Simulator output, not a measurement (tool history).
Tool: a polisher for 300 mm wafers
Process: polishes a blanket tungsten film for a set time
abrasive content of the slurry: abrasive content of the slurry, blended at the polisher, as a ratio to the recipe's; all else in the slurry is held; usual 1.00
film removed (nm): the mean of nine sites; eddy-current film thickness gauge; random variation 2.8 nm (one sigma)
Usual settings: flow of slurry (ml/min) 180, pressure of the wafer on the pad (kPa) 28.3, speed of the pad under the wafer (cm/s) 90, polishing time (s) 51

run,hour,flow of slurry (ml/min),pressure of the wafer on the pad (kPa),speed of the pad under the wafer (cm/s),abrasive content of the slurry,polishing time (s),"incoming thickness of the incoming film, nm",film removed (nm)
1,0.0,180,28.3,90,1.00,51,1421.6,249.7
# hour 11.6: slurry blender recalibrated
2,43.2,180,28.3,90,1.00,51,1427.6,252.3
3,99.0,180,28.3,70,1.00,51,1447.8,211.4
4,159.8,180,31.0,90,1.15,51,1415.5,283.6
5,266.4,180,36.5,90,1.00,51,1440.5,312.4
# hour 270.4: slurry nozzle cleaned
# hour 463.3: slurry tank refilled with fresh slurry and peroxide
6,466.5,155,28.3,118,1.00,59,1447.9,346.8
7,502.5,155,28.3,90,1.00,38,1433.1,185.9
# hour 632.9: slurry blender recalibrated
# hour 659.2: head pressure recalibrated
8,716.1,120,28.3,106,1.00,51,1457.3,244.2
# hour 721.9: worn pad replaced by a new one
9,817.5,180,37.2,90,1.00,36,1427.5,239.1
10,920.8,180,35.9,90,1.00,51,1452.7,321.8
11,979.6,180,37.2,90,0.85,62,1426.9,393.0
# hour 1015.6: slurry nozzle cleaned
12,1071.0,205,28.3,90,1.00,61,1441.6,303.4
# hour 1103.4: slurry tank refilled with fresh slurry and peroxide
13,1153.0,225,28.3,114,1.00,35,1431.6,211.4
14,1234.7,180,28.3,90,1.00,51,1416.2,253.4
15,1279.2,195,28.3,90,1.00,51,1460.9,245.8
16,1363.0,180,28.3,90,1.00,51,1469.4,235.8
# hour 1387.1: slurry blender recalibrated
17,1445.8,180,28.3,90,1.00,51,1427.9,234.5
# hour 1523.2: worn pad replaced by a new one
18,1533.9,180,28.3,90,0.85,51,1446.2,243.8
19,1584.4,180,22.8,90,1.00,51,1433.4,205.1
20,1671.5,140,35.2,90,1.00,42,1426.2,247.5
# hour 1760.1: slurry tank refilled with fresh slurry and peroxide
21,1768.1,145,28.3,90,0.80,51,1420.3,241.8
# hour 1770.2: slurry nozzle cleaned
22,1814.0,180,28.3,120,1.00,51,1438.3,321.2
23,1885.5,180,28.3,90,1.00,51,1436.2,253.6
# hour 1944.9: head pressure recalibrated
24,1945.4,180,28.3,78,1.00,36,1425.1,158.5
# hour 2035.4: slurry blender recalibrated
25,2042.3,180,19.3,114,1.15,34,1444.3,140.4
26,2113.9,180,28.3,90,1.00,51,1438.2,236.3

4 ways to go on from here, each from the tool as it stands after run 26. What would each give?
A,2114.3,180,22.1,90,1.00,51,1440.8,?
B,2114.3,180,28.3,116,1.00,51,1440.8,?
C,2114.3,225,35.2,90,1.25,51,1440.8,?
D,2114.3,180,28.3,74,1.00,62,1440.8,?

run,film removed (nm)
A,188.8
B,285.3
C,318.4
D,254.4
Without the tool's hidden state the same runs would have given:
run,film removed (nm)
A,215.9
B,326.4
C,364.3
D,291.0
